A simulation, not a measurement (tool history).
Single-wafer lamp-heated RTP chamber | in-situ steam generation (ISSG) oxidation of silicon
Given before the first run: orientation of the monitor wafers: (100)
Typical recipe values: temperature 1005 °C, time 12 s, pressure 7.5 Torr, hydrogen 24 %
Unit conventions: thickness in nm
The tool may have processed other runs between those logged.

run	day	temperature	time	pressure	hydrogen	wafers since the last listed run	wafers since the last pyrometer calibration	hours since the pressure gauge was zeroed	hours since the hydrogen flow controller was replaced	hours since the gauge calibration	read-back reference wafer on the same gauge, thickness	thickness
1	0	998	12	7.5	24	0	1738	3571.2	2042	197.1	3.649	4.316
# day 0.558: pyrometer window cleaned and pyrometer calibrated
2	2.096	998	12	7.5	24	249	217	3621.5	2092.3	247.4	3.65	4.277
3	7.704	1005	8	7.5	18	794	1011	3756.1	2226.9	382	3.651	3.419
4	8.925	1005	8	7.5	18	172	1184	3785.4	2256.2	411.3	3.65	3.431
5	9.996	1005	8	7.5	18	151	1336	3811.1	2281.9	437	3.65	3.426
# day 11.733: hydrogen flow controller replaced
# day 12.388: pyrometer window cleaned and pyrometer calibrated
6	12.896	1005	12	7.5	19	316	72	3880.7	27.9	506.6	3.651	4.112
# day 15.096: pressure gauge zeroed
7	15.112	1005	12	7.5	19	266	338	0.4	81.1	559.8	3.65	4.119
8	16.175	1005	12	7.5	24	150	489	25.9	106.6	585.3	3.649	4.373
9	17.746	1015	10	7.5	24	222	711	63.6	144.3	623	3.65	4.191
# day 18.446: gauge calibrated
10	20.325	1015	16	8.8	24	365	1076	125.5	206.2	45.1	3.65	5.16
11	22.921	1021	12	7.5	14	367	1444	187.8	268.5	107.4	3.649	4.099
# day 24.325: pyrometer window cleaned and pyrometer calibrated
12	25.467	998	12	7.5	24	313	161	248.9	329.6	168.5	3.65	4.276
13	26.717	988	12	7.5	24	176	338	278.9	359.6	198.5	3.65	4.13
14	29.212	1005	12	7.5	24	353	691	338.8	419.5	258.4	3.65	4.381
15	31.242	1005	15	7.5	24	287	979	387.5	468.2	307.1	3.65	4.842

What if the next run were any one of these 3? Each begins from the tool's condition after run 15:
A	31.258	1005	12	7.5	24	2	981	387.9	468.6	307.5	?	?
B	31.258	1005	12	8.1	24	2	981	387.9	468.6	307.5	?	?
C	31.258	1022	10	7.5	18	2	981	387.9	468.6	307.5	?	?

run	read-back reference wafer on the same gauge, thickness	thickness
A	3.651	4.391
B	3.651	4.386
C	3.651	4.001
With no hidden state in the tool, these same runs would have given:
run	thickness
A	4.366
B	4.361
C	3.976
